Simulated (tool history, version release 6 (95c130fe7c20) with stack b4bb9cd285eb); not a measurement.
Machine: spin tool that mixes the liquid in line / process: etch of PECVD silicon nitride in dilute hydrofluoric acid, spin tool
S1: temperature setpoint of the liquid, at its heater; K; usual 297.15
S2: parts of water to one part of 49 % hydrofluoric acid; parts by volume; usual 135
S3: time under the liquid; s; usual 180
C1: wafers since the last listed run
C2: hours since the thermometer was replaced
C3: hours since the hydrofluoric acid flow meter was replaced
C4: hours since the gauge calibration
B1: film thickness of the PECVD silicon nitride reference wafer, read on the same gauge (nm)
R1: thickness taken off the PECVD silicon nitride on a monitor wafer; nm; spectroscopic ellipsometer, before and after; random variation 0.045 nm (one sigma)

Run 1, day 0.000: usual settings; C1 0; C2 186.8; C3 1846.5; C4 670.5; B1 59.99. Result: R1 8.28 nm.
At day 0.550: hydrofluoric acid flow meter replaced.
Run 2, day 3.021: usual settings; C1 474; C2 259.3; C3 59.3; C4 743.0; B1 59.98. Result: R1 7.98 nm.
Run 3, day 6.925: usual settings; C1 622; C2 353.0; C3 153.0; C4 836.7; B1 59.99. Result: R1 8.03 nm.
Run 4, day 8.454: usual settings; C1 243; C2 389.7; C3 189.7; C4 873.4; B1 60.00. Result: R1 8.00 nm.
Run 5, day 11.717: usual settings; C1 519; C2 468.0; C3 268.0; C4 951.7; B1 60.05. Result: R1 8.11 nm.
Run 6, day 14.129: usual settings; C1 384; C2 525.9; C3 325.9; C4 1009.6; B1 59.99. Result: R1 8.02 nm.
Run 7, day 17.171: usual settings; C1 484; C2 598.9; C3 398.9; C4 1082.6; B1 60.00. Result: R1 8.07 nm.
At day 19.258: thermometer replaced.
Run 8, day 20.033: usual settings but S1 294.65 K; C1 449; C2 18.6; C3 467.6; C4 1151.3; B1 59.98. Result: R1 6.90 nm.
Run 9, day 21.600: usual settings but S1 294.65 K; C1 249; C2 56.2; C3 505.2; C4 1188.9; B1 59.98. Result: R1 6.88 nm.
Run 10, day 25.250: usual settings but S1 294.65 K; C1 581; C2 143.8; C3 592.8; C4 1276.5; B1 59.99. Result: R1 6.87 nm.
Run 11, day 28.138: usual settings; C1 460; C2 213.1; C3 662.1; C4 1345.8; B1 59.98. Result: R1 8.08 nm.
Run 12, day 32.254: usual settings but S1 293.65 K, S3 215 s; C1 656; C2 311.9; C3 760.9; C4 1444.6; B1 60.04. Result: R1 7.62 nm.
Run 13, day 33.962: usual settings but S1 293.65 K, S3 215 s; C1 272; C2 352.9; C3 801.9; C4 1485.6; B1 59.96. Result: R1 7.66 nm.
Run 14, day 35.888: usual settings but S1 293.65 K, S3 215 s; C1 306; C2 399.1; C3 848.1; C4 1531.8; B1 60.01. Result: R1 7.71 nm.
At day 42.154: thermometer replaced.
Run 15, day 46.221: usual settings but S3 115 s; C1 1640; C2 97.6; C3 1096.1; C4 1779.8; B1 60.00. Result: R1 5.23 nm.
Run 16, day 48.129: usual settings; C1 304; C2 143.4; C3 1141.9; C4 1825.6; B1 60.04. Result: R1 8.26 nm.
Run 17, day 52.058: usual settings; C1 626; C2 237.7; C3 1236.2; C4 1919.9; B1 60.01. Result: R1 8.18 nm.
Run 18, day 54.979: usual settings but S3 125 s; C1 465; C2 307.8; C3 1306.3; C4 1990.0; B1 60.02. Result: R1 5.72 nm.
Run 19, day 56.946: usual settings but S1 293.65 K, S2 165 parts by volume; C1 313; C2 355.0; C3 1353.5; C4 2037.2; B1 59.96. Result: R1 5.40 nm.
Run 20, day 59.083: usual settings; C1 340; C2 406.3; C3 1404.8; C4 2088.5; B1 59.99. Result: R1 8.26 nm.
Run 21, day 62.512: usual settings but S1 299.65 K; C1 546; C2 488.6; C3 1487.1; C4 2170.8; B1 59.99. Result: R1 9.79 nm.
Run 22, day 66.379: usual settings but S1 300.65 K, S3 285 s; C1 616; C2 581.4; C3 1579.9; C4 2263.6; B1 60.01. Result: R1 16.56 nm.
At day 67.550: thermometer replaced.
Run 23, day 70.175: usual settings; C1 598; C2 63.0; C3 1671.0; C4 2354.7; B1 59.97. Result: R1 8.24 nm.
At day 76.717: hydrofluoric acid flow meter replaced.
Run 24, day 80.004: usual settings but S1 299.65 K, S2 195 parts by volume; C1 1559; C2 298.9; C3 78.9; C4 2590.6; B1 59.99. Result: R1 6.45 nm.
Run 25, day 83.808: usual settings but S1 301.65 K; C1 606; C2 390.2; C3 170.2; C4 2681.9; B1 59.99. Result: R1 10.62 nm.
Run 26, day 86.392: usual settings but S2 90 parts by volume, S3 140 s; C1 411; C2 452.2; C3 232.2; C4 2743.9; B1 59.98. Result: R1 9.32 nm.
Run 27, day 89.712: usual settings but S1 302.15 K, S2 85 parts by volume, S3 270 s; C1 529; C2 531.9; C3 311.9; C4 2823.6; B1 60.05. Result: R1 26.35 nm.
At day 91.600: thermometer replaced.
Run 28, day 92.696: usual settings; C1 468; C2 26.3; C3 383.5; C4 2895.2; B1 60.04. Result: R1 7.98 nm.
At day 92.758: gauge calibrated.
Run 29, day 96.954: usual settings; C1 678; C2 128.5; C3 485.7; C4 100.7; B1 59.99. Result: R1 8.08 nm.
Run 30, day 101.046: usual settings but S1 294.15 K, S2 115 parts by volume, S3 260 s; C1 652; C2 226.7; C3 583.9; C4 198.9; B1 60.00. Result: R1 11.21 nm.
Run 31, day 113.575: usual settings but S1 294.65 K, S2 205 parts by volume, S3 95 s; C1 1996; C2 527.4; C3 884.6; C4 499.6; B1 59.96. Result: R1 2.44 nm.
At day 116.179: thermometer replaced.
Run 32, day 117.217: usual settings but S2 90 parts by volume, S3 270 s; C1 573; C2 24.9; C3 972.0; C4 587.0; B1 59.98. Result: R1 18.33 nm.
Run 33, day 119.017: usual settings but S1 294.65 K; C1 286; C2 68.1; C3 1015.2; C4 630.2; B1 60.01. Result: R1 6.89 nm.

Below, each run's measurement less what the same run would have read without the hidden state. Both values contain the same run-to-run variation, but the gauge's scatter may not be the same in both:
Hidden conditions of the tool in this case: liquid colder than its thermometer reads (K); hydrofluoric acid flow above the setpoint (%); gauge reads high (%).
run     R1
  1  +0.35
  2  +0.05
  3  +0.07
  4  +0.07
  5  +0.09
  6  +0.10
  7  +0.11
  8  +0.11
  9  +0.11
 10  +0.13
 11  +0.16
 12  +0.17
 13  +0.18
 14  +0.18
 15  +0.15
 16  +0.25
 17  +0.27
 18  +0.20
 19  +0.19
 20  +0.30
 21  +0.38
 22  +0.68
 23  +0.35
 24  +0.02
 25  +0.06
 26  +0.07
 27  +0.22
 28  +0.08
 29  +0.10
 30  +0.17
 31  +0.06
 32  +0.43
 33  +0.17

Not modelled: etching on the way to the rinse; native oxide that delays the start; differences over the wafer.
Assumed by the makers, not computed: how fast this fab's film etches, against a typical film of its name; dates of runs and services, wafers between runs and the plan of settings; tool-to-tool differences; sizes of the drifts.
